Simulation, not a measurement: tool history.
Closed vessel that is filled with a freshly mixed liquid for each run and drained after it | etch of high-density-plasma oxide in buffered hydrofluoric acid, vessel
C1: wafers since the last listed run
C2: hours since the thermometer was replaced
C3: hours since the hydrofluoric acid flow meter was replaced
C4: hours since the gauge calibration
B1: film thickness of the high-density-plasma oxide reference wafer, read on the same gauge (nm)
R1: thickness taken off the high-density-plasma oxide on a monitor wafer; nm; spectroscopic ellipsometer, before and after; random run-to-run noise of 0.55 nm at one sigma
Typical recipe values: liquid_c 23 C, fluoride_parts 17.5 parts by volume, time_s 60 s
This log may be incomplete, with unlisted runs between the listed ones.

run 1 hour=0 | liquid_c=23 fluoride_parts=17.5 time_s=60 | C1=0 C2=1079.2 C3=433.8 C4=2145.8 | B1=69.99 | R1=71.02
run 2 hour=47.3 | liquid_c=23 fluoride_parts=17.5 time_s=60 | C1=4575 C2=1126.5 C3=481.1 C4=2193.1 | B1=70.01 | R1=71.82
run 3 hour=126.9 | liquid_c=23 fluoride_parts=17.5 time_s=70 | C1=7700 C2=1206.1 C3=560.7 C4=2272.7 | B1=69.98 | R1=83.85
run 4 hour=225.9 | liquid_c=23 fluoride_parts=17.5 time_s=70 | C1=9576 C2=1305.1 C3=659.7 C4=2371.7 | B1=69.99 | R1=83.17
-- hour=237 gauge calibrated
run 5 hour=277.5 | liquid_c=23 fluoride_parts=17.5 time_s=70 | C1=4991 C2=1356.7 C3=711.3 C4=40.5 | B1=69.97 | R1=83.74
run 6 hour=361.5 | liquid_c=23 fluoride_parts=17.5 time_s=60 | C1=8125 C2=1440.7 C3=795.3 C4=124.5 | B1=69.98 | R1=72.66
run 7 hour=450.3 | liquid_c=23 fluoride_parts=17.5 time_s=60 | C1=8590 C2=1529.5 C3=884.1 C4=213.3 | B1=70.01 | R1=72.42
run 8 hour=511.3 | liquid_c=23 fluoride_parts=17.5 time_s=60 | C1=5900 C2=1590.5 C3=945.1 C4=274.3 | B1=69.99 | R1=72.18
-- hour=528 thermometer replaced
run 9 hour=586.2 | liquid_c=23 fluoride_parts=15 time_s=75 | C1=7148 C2=58.2 C3=1020 C4=349.2 | B1=69.98 | R1=112.44
run 10 hour=660.6 | liquid_c=26 fluoride_parts=15.5 time_s=30 | C1=7197 C2=132.6 C3=1094.4 C4=423.6 | B1=70 | R1=51.68
run 11 hour=758 | liquid_c=21.5 fluoride_parts=17.5 time_s=60 | C1=9422 C2=230 C3=1191.8 C4=521 | B1=69.98 | R1=72.39
run 12 hour=813.3 | liquid_c=23 fluoride_parts=17.5 time_s=50 | C1=5349 C2=285.3 C3=1247.1 C4=576.3 | B1=70 | R1=65.97
run 13 hour=853.1 | liquid_c=23 fluoride_parts=17.5 time_s=60 | C1=3850 C2=325.1 C3=1286.9 C4=616.1 | B1=70 | R1=79.77
run 14 hour=899.1 | liquid_c=20.5 fluoride_parts=17.5 time_s=80 | C1=4449 C2=371.1 C3=1332.9 C4=662.1 | B1=70.01 | R1=92.44
run 15 hour=999.8 | liquid_c=19.5 fluoride_parts=19.5 time_s=60 | C1=9741 C2=471.8 C3=1433.6 C4=762.8 | B1=70.04 | R1=58.65
run 16 hour=1047.6 | liquid_c=23 fluoride_parts=17.5 time_s=40 | C1=4623 C2=519.6 C3=1481.4 C4=810.6 | B1=70 | R1=52.54
run 17 hour=1091.8 | liquid_c=23 fluoride_parts=17.5 time_s=60 | C1=4275 C2=563.8 C3=1525.6 C4=854.8 | B1=70.01 | R1=80.84
run 18 hour=1147.3 | liquid_c=21 fluoride_parts=11.5 time_s=40 | C1=5368 C2=619.3 C3=1581.1 C4=910.3 | B1=70 | R1=73.37
run 19 hour=1221.2 | liquid_c=23 fluoride_parts=23 time_s=40 | C1=7148 C2=693.2 C3=1655 C4=984.2 | B1=69.99 | R1=42.75
-- hour=1268 thermometer replaced, repeated, since the last time left the tool worse
run 20 hour=1319.6 | liquid_c=23 fluoride_parts=17.5 time_s=60 | C1=9422 C2=51.6 C3=1753.4 C4=1082.6 | B1=70.01 | R1=67.98
run 21 hour=1405.1 | liquid_c=27.5 fluoride_parts=21 time_s=30 | C1=8270 C2=137.1 C3=1838.9 C4=1168.1 | B1=69.98 | R1=37.15
run 22 hour=1455.1 | liquid_c=27 fluoride_parts=14.5 time_s=60 | C1=4836 C2=187.1 C3=1888.9 C4=1218.1 | B1=70.01 | R1=102.77
run 23 hour=1501.6 | liquid_c=20.5 fluoride_parts=11.5 time_s=30 | C1=4498 C2=233.6 C3=1935.4 C4=1264.6 | B1=69.98 | R1=45.05
-- hour=1529.3 hydrofluoric acid flow meter replaced
run 24 hour=1594 | liquid_c=23 fluoride_parts=17.5 time_s=60 | C1=8841 C2=326 C3=64.7 C4=1357 | B1=70 | R1=69.33
run 25 hour=1687.5 | liquid_c=27.5 fluoride_parts=17.5 time_s=85 | C1=9044 C2=419.5 C3=158.2 C4=1450.5 | B1=70.03 | R1=126.4
run 26 hour=1780.6 | liquid_c=23 fluoride_parts=17.5 time_s=60 | C1=9006 C2=512.6 C3=251.3 C4=1543.6 | B1=70 | R1=70.07
run 27 hour=1887.2 | liquid_c=27.5 fluoride_parts=11 time_s=45 | C1=10311 C2=619.2 C3=357.9 C4=1650.2 | B1=70.01 | R1=104.97
run 28 hour=1994.6 | liquid_c=23 fluoride_parts=17.5 time_s=60 | C1=10389 C2=726.6 C3=465.3 C4=1757.6 | B1=69.99 | R1=70.58
run 29 hour=2098.7 | liquid_c=19.5 fluoride_parts=11.5 time_s=30 | C1=10070 C2=830.7 C3=569.4 C4=1861.7 | B1=69.99 | R1=43.5
run 30 hour=2187 | liquid_c=27 fluoride_parts=14.5 time_s=60 | C1=8541 C2=919 C3=657.7 C4=1950 | B1=70 | R1=105.69
run 31 hour=2231.3 | liquid_c=25 fluoride_parts=17.5 time_s=90 | C1=4285 C2=963.3 C3=702 C4=1994.3 | B1=70.01 | R1=118.7

Alternative continuations, all from the tool just after run 31; predict every row:
run A hour=2232 | liquid_c=18.5 fluoride_parts=17.5 time_s=60 | C1=67 C2=964 C3=702.7 C4=1995 | B1=? | R1=?
run B hour=2232 | liquid_c=27 fluoride_parts=17.5 time_s=80 | C1=67 C2=964 C3=702.7 C4=1995 | B1=? | R1=?
run C hour=2232 | liquid_c=20.5 fluoride_parts=15.5 time_s=85 | C1=67 C2=964 C3=702.7 C4=1995 | B1=? | R1=?
run D hour=2232 | liquid_c=20 fluoride_parts=17.5 time_s=60 | C1=67 C2=964 C3=702.7 C4=1995 | B1=? | R1=?

run=A B1=70.01 R1=55.3
run=B B1=70.01 R1=117.46
run=C B1=70.01 R1=98.74
run=D B1=70.01 R1=60.15
Had the tool no hidden state, the same runs would have come out as:
run=A R1=52.29
run=B R1=111.4
run=C R1=93.44
run=D R1=56.91
